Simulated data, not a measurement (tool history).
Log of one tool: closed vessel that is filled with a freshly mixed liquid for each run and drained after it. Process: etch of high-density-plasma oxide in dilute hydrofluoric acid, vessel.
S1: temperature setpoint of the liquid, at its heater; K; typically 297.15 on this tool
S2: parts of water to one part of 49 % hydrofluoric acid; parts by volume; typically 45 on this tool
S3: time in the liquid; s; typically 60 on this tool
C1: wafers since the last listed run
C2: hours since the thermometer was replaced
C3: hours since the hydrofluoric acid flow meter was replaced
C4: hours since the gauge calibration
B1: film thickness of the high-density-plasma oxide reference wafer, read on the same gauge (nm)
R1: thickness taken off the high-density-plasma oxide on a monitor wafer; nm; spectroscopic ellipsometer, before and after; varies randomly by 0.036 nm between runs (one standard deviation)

{"run": 1, "hour": 0.0, "S1": 294.65, "S2": 35, "S3": 60, "C1": 0, "C2": 343, "C3": 476.2, "C4": 564, "B1": 82.23, "R1": 14.03}
{"run": 2, "hour": 25.0, "S1": 294.15, "S2": 45, "S3": 60, "C1": 1597, "C2": 368, "C3": 501.2, "C4": 589, "B1": 82.24, "R1": 10.53}
{"run": 3, "hour": 37.8, "S1": 294.15, "S2": 45, "S3": 60, "C1": 817, "C2": 380.8, "C3": 514, "C4": 601.8, "B1": 82.3, "R1": 10.49}
{"run": 4, "hour": 59.0, "S1": 297.15, "S2": 45, "S3": 60, "C1": 1354, "C2": 402, "C3": 535.2, "C4": 623, "B1": 82.32, "R1": 11.88}
{"run": 5, "hour": 125.2, "S1": 297.15, "S2": 45, "S3": 60, "C1": 4230, "C2": 468.2, "C3": 601.4, "C4": 689.2, "B1": 82.38, "R1": 11.95}
{"run": 6, "hour": 150.5, "S1": 297.15, "S2": 45, "S3": 60, "C1": 1616, "C2": 493.5, "C3": 626.7, "C4": 714.5, "B1": 82.39, "R1": 11.96}
{"run": 7, "hour": 175.5, "S1": 297.15, "S2": 45, "S3": 60, "C1": 1597, "C2": 518.5, "C3": 651.7, "C4": 739.5, "B1": 82.39, "R1": 11.95}
{"run": 8, "hour": 208.0, "S1": 297.15, "S2": 45, "S3": 60, "C1": 2076, "C2": 551, "C3": 684.2, "C4": 772, "B1": 82.37, "R1": 11.92}
{"run": 9, "hour": 237.4, "S1": 297.15, "S2": 45, "S3": 60, "C1": 1878, "C2": 580.4, "C3": 713.6, "C4": 801.4, "B1": 82.43, "R1": 11.89}
{"run": 10, "hour": 260.5, "S1": 297.15, "S2": 45, "S3": 60, "C1": 1476, "C2": 603.5, "C3": 736.7, "C4": 824.5, "B1": 82.41, "R1": 11.99}
{"hour": 274.1, "done": "gauge calibrated"}
{"run": 11, "hour": 289.8, "S1": 297.15, "S2": 45, "S3": 60, "C1": 1872, "C2": 632.8, "C3": 766, "C4": 15.7, "B1": 80.01, "R1": 11.62}
{"run": 12, "hour": 313.7, "S1": 297.15, "S2": 45, "S3": 60, "C1": 1527, "C2": 656.7, "C3": 789.9, "C4": 39.6, "B1": 80.21, "R1": 11.63}
{"run": 13, "hour": 327.7, "S1": 297.15, "S2": 45, "S3": 60, "C1": 894, "C2": 670.7, "C3": 803.9, "C4": 53.6, "B1": 80.32, "R1": 11.63}
{"run": 14, "hour": 353.0, "S1": 297.15, "S2": 45, "S3": 60, "C1": 1616, "C2": 696, "C3": 829.2, "C4": 78.9, "B1": 80.49, "R1": 11.67}
{"run": 15, "hour": 369.4, "S1": 297.15, "S2": 45, "S3": 60, "C1": 1048, "C2": 712.4, "C3": 845.6, "C4": 95.3, "B1": 80.6, "R1": 11.65}
{"hour": 385.0, "done": "thermometer replaced"}
{"hour": 385.0, "done": "hydrofluoric acid flow meter replaced"}
{"run": 16, "hour": 401.0, "S1": 297.15, "S2": 45, "S3": 60, "C1": 1953, "C2": 16, "C3": 16, "C4": 126.9, "B1": 80.79, "R1": 11.69}
{"run": 17, "hour": 422.4, "S1": 302.15, "S2": 50, "S3": 90, "C1": 1367, "C2": 37.4, "C3": 37.4, "C4": 148.3, "B1": 80.94, "R1": 19.26}
{"run": 18, "hour": 438.0, "S1": 293.15, "S2": 45, "S3": 30, "C1": 996, "C2": 53, "C3": 53, "C4": 163.9, "B1": 80.97, "R1": 4.97}
{"run": 19, "hour": 461.0, "S1": 297.15, "S2": 45, "S3": 60, "C1": 1469, "C2": 76, "C3": 76, "C4": 186.9, "B1": 81.09, "R1": 11.72}
{"run": 20, "hour": 479.5, "S1": 293.15, "S2": 45, "S3": 40, "C1": 1182, "C2": 94.5, "C3": 94.5, "C4": 205.4, "B1": 81.18, "R1": 6.62}
{"run": 21, "hour": 501.9, "S1": 300.65, "S2": 60, "S3": 45, "C1": 1431, "C2": 116.9, "C3": 116.9, "C4": 227.8, "B1": 81.28, "R1": 7.47}
{"run": 22, "hour": 534.7, "S1": 294.15, "S2": 25, "S3": 75, "C1": 2096, "C2": 149.7, "C3": 149.7, "C4": 260.6, "B1": 81.43, "R1": 23.91}
{"run": 23, "hour": 555.8, "S1": 297.15, "S2": 45, "S3": 60, "C1": 1348, "C2": 170.8, "C3": 170.8, "C4": 281.7, "B1": 81.48, "R1": 11.78}
{"run": 24, "hour": 586.8, "S1": 297.15, "S2": 60, "S3": 60, "C1": 1981, "C2": 201.8, "C3": 201.8, "C4": 312.7, "B1": 81.57, "R1": 8.61}
{"run": 25, "hour": 610.6, "S1": 297.15, "S2": 45, "S3": 60, "C1": 1520, "C2": 225.6, "C3": 225.6, "C4": 336.5, "B1": 81.64, "R1": 11.79}
{"run": 26, "hour": 646.0, "S1": 297.15, "S2": 55, "S3": 80, "C1": 2262, "C2": 261, "C3": 261, "C4": 371.9, "B1": 81.73, "R1": 12.68}
{"run": 27, "hour": 669.3, "S1": 300.65, "S2": 60, "S3": 45, "C1": 1488, "C2": 284.3, "C3": 284.3, "C4": 395.2, "B1": 81.78, "R1": 7.56}
{"run": 28, "hour": 684.6, "S1": 297.15, "S2": 45, "S3": 60, "C1": 977, "C2": 299.6, "C3": 299.6, "C4": 410.5, "B1": 81.8, "R1": 11.83}
{"run": 29, "hour": 707.0, "S1": 300.65, "S2": 30, "S3": 30, "C1": 1431, "C2": 322, "C3": 322, "C4": 432.9, "B1": 81.81, "R1": 10.46}
{"run": 30, "hour": 740.6, "S1": 293.65, "S2": 25, "S3": 75, "C1": 2147, "C2": 355.6, "C3": 355.6, "C4": 466.5, "B1": 81.84, "R1": 23.44}
{"run": 31, "hour": 767.4, "S1": 294.15, "S2": 60, "S3": 60, "C1": 1712, "C2": 382.4, "C3": 382.4, "C4": 493.3, "B1": 81.95, "R1": 7.72}
{"run": 32, "hour": 796.9, "S1": 300.15, "S2": 25, "S3": 50, "C1": 1885, "C2": 411.9, "C3": 411.9, "C4": 522.8, "B1": 82.01, "R1": 20.7}
{"run": 33, "hour": 815.1, "S1": 294.65, "S2": 45, "S3": 60, "C1": 1163, "C2": 430.1, "C3": 430.1, "C4": 541, "B1": 81.95, "R1": 10.7}

3 options for the next run, each taken on its own from the tool as it stands now. Forecast them:
{"run": "A", "hour": 815.8, "S1": 297.15, "S2": 45, "S3": 80, "C1": 44, "C2": 430.8, "C3": 430.8, "C4": 541.7, "B1": "?", "R1": "?"}
{"run": "B", "hour": 815.8, "S1": 297.15, "S2": 30, "S3": 85, "C1": 44, "C2": 430.8, "C3": 430.8, "C4": 541.7, "B1": "?", "R1": "?"}
{"run": "C", "hour": 815.8, "S1": 297.15, "S2": 65, "S3": 75, "C1": 44, "C2": 430.8, "C3": 430.8, "C4": 541.7, "B1": "?", "R1": "?"}

run=A B1=81.98 R1=15.81
run=B B1=81.98 R1=25.71
run=C B1=81.98 R1=10
Without the tool's unlogged condition, the same runs would have read:
run=A R1=15.43
run=B R1=25.09
run=C R1=9.75

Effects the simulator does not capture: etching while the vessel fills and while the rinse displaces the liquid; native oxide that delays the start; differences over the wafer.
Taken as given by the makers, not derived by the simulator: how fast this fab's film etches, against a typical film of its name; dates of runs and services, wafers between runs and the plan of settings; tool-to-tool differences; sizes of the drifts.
